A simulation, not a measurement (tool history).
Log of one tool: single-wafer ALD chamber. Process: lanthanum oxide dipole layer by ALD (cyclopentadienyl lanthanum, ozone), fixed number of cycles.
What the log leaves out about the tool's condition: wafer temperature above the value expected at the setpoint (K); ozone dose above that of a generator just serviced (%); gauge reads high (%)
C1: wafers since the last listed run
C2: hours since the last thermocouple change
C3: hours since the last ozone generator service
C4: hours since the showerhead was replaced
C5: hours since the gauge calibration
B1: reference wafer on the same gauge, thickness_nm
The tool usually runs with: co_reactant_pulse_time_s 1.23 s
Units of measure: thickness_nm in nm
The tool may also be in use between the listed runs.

{"run": 1, "hour": 0.0, "co_reactant_pulse_time_s": 1.23, "C1": 0, "C2": 2111.9, "C3": 866.6, "C4": 3372.1, "C5": 530.9, "B1": 0.552, "thickness_nm": 0.461}
{"run": 2, "hour": 43.4, "co_reactant_pulse_time_s": 1.23, "C1": 678, "C2": 2155.3, "C3": 910, "C4": 3415.5, "C5": 574.3, "B1": 0.552, "thickness_nm": 0.459}
{"run": 3, "hour": 61.2, "co_reactant_pulse_time_s": 1.23, "C1": 278, "C2": 2173.1, "C3": 927.8, "C4": 3433.3, "C5": 592.1, "B1": 0.552, "thickness_nm": 0.458}
{"run": 4, "hour": 79.0, "co_reactant_pulse_time_s": 1.23, "C1": 278, "C2": 2190.9, "C3": 945.6, "C4": 3451.1, "C5": 609.9, "B1": 0.552, "thickness_nm": 0.455}
{"run": 5, "hour": 88.3, "co_reactant_pulse_time_s": 1.23, "C1": 145, "C2": 2200.2, "C3": 954.9, "C4": 3460.4, "C5": 619.2, "B1": 0.552, "thickness_nm": 0.453}
{"run": 6, "hour": 95.3, "co_reactant_pulse_time_s": 1.61, "C1": 109, "C2": 2207.2, "C3": 961.9, "C4": 3467.4, "C5": 626.2, "B1": 0.552, "thickness_nm": 0.494}
{"run": 7, "hour": 105.0, "co_reactant_pulse_time_s": 1.11, "C1": 151, "C2": 2216.9, "C3": 971.6, "C4": 3477.1, "C5": 635.9, "B1": 0.552, "thickness_nm": 0.433}
{"run": 8, "hour": 118.3, "co_reactant_pulse_time_s": 1.11, "C1": 207, "C2": 2230.2, "C3": 984.9, "C4": 3490.4, "C5": 649.2, "B1": 0.552, "thickness_nm": 0.431}
{"run": 9, "hour": 135.1, "co_reactant_pulse_time_s": 1.11, "C1": 262, "C2": 2247, "C3": 1001.7, "C4": 3507.2, "C5": 666, "B1": 0.552, "thickness_nm": 0.431}
{"hour": 150.9, "done": "ozone generator serviced"}
{"run": 10, "hour": 151.4, "co_reactant_pulse_time_s": 1.4, "C1": 129, "C2": 2263.3, "C3": 0.5, "C4": 3523.5, "C5": 682.3, "B1": 0.552, "thickness_nm": 0.495}
{"run": 11, "hour": 156.9, "co_reactant_pulse_time_s": 0.81, "C1": 86, "C2": 2268.8, "C3": 6, "C4": 3529, "C5": 687.8, "B1": 0.552, "thickness_nm": 0.399}
{"hour": 168.2, "done": "gauge calibrated"}
{"run": 12, "hour": 169.7, "co_reactant_pulse_time_s": 1.67, "C1": 200, "C2": 2281.6, "C3": 18.8, "C4": 3541.8, "C5": 1.5, "B1": 0.552, "thickness_nm": 0.514}
{"run": 13, "hour": 180.3, "co_reactant_pulse_time_s": 1.01, "C1": 165, "C2": 2292.2, "C3": 29.4, "C4": 3552.4, "C5": 12.1, "B1": 0.552, "thickness_nm": 0.45}
{"hour": 193.3, "done": "thermocouple changed; heater temperature recalibrated"}
{"run": 14, "hour": 194.6, "co_reactant_pulse_time_s": 1.23, "C1": 98, "C2": 1.3, "C3": 43.7, "C4": 3566.7, "C5": 26.4, "B1": 0.552, "thickness_nm": 0.481}
{"run": 15, "hour": 212.0, "co_reactant_pulse_time_s": 0.75, "C1": 272, "C2": 18.7, "C3": 61.1, "C4": 3584.1, "C5": 43.8, "B1": 0.552, "thickness_nm": 0.376}
{"run": 16, "hour": 229.5, "co_reactant_pulse_time_s": 1.54, "C1": 273, "C2": 36.2, "C3": 78.6, "C4": 3601.6, "C5": 61.3, "B1": 0.552, "thickness_nm": 0.507}
{"run": 17, "hour": 246.7, "co_reactant_pulse_time_s": 1.23, "C1": 268, "C2": 53.4, "C3": 95.8, "C4": 3618.8, "C5": 78.5, "B1": 0.552, "thickness_nm": 0.483}
{"run": 18, "hour": 256.7, "co_reactant_pulse_time_s": 1.59, "C1": 156, "C2": 63.4, "C3": 105.8, "C4": 3628.8, "C5": 88.5, "B1": 0.552, "thickness_nm": 0.512}
{"run": 19, "hour": 273.3, "co_reactant_pulse_time_s": 1.23, "C1": 259, "C2": 80, "C3": 122.4, "C4": 3645.4, "C5": 105.1, "B1": 0.552, "thickness_nm": 0.479}
{"run": 20, "hour": 283.8, "co_reactant_pulse_time_s": 1.46, "C1": 164, "C2": 90.5, "C3": 132.9, "C4": 3655.9, "C5": 115.6, "B1": 0.552, "thickness_nm": 0.506}
{"run": 21, "hour": 295.6, "co_reactant_pulse_time_s": 0.83, "C1": 184, "C2": 102.3, "C3": 144.7, "C4": 3667.7, "C5": 127.4, "B1": 0.552, "thickness_nm": 0.401}
{"run": 22, "hour": 305.7, "co_reactant_pulse_time_s": 1.02, "C1": 157, "C2": 112.4, "C3": 154.8, "C4": 3677.8, "C5": 137.5, "B1": 0.552, "thickness_nm": 0.45}
{"hour": 330.5, "done": "showerhead replaced"}
{"run": 23, "hour": 332.2, "co_reactant_pulse_time_s": 1.58, "C1": 289, "C2": 138.9, "C3": 181.3, "C4": 1.7, "C5": 164, "B1": 0.552, "thickness_nm": 0.51}
{"run": 24, "hour": 344.9, "co_reactant_pulse_time_s": 0.89, "C1": 198, "C2": 151.6, "C3": 194, "C4": 14.4, "C5": 176.7, "B1": 0.552, "thickness_nm": 0.417}

Expected results for the next run?
{"run": 25, "hour": 352.4, "co_reactant_pulse_time_s": 0.78, "C1": 117, "C2": 159.1, "C3": 201.5, "C4": 21.9, "C5": 184.2, "B1": "?", "thickness_nm": "?"}

For run 25 the tool returned B1 0.552, thickness_nm 0.387 nm.
The same run, on a tool lacking any hidden state, would have yielded thickness_nm 0.391 nm.
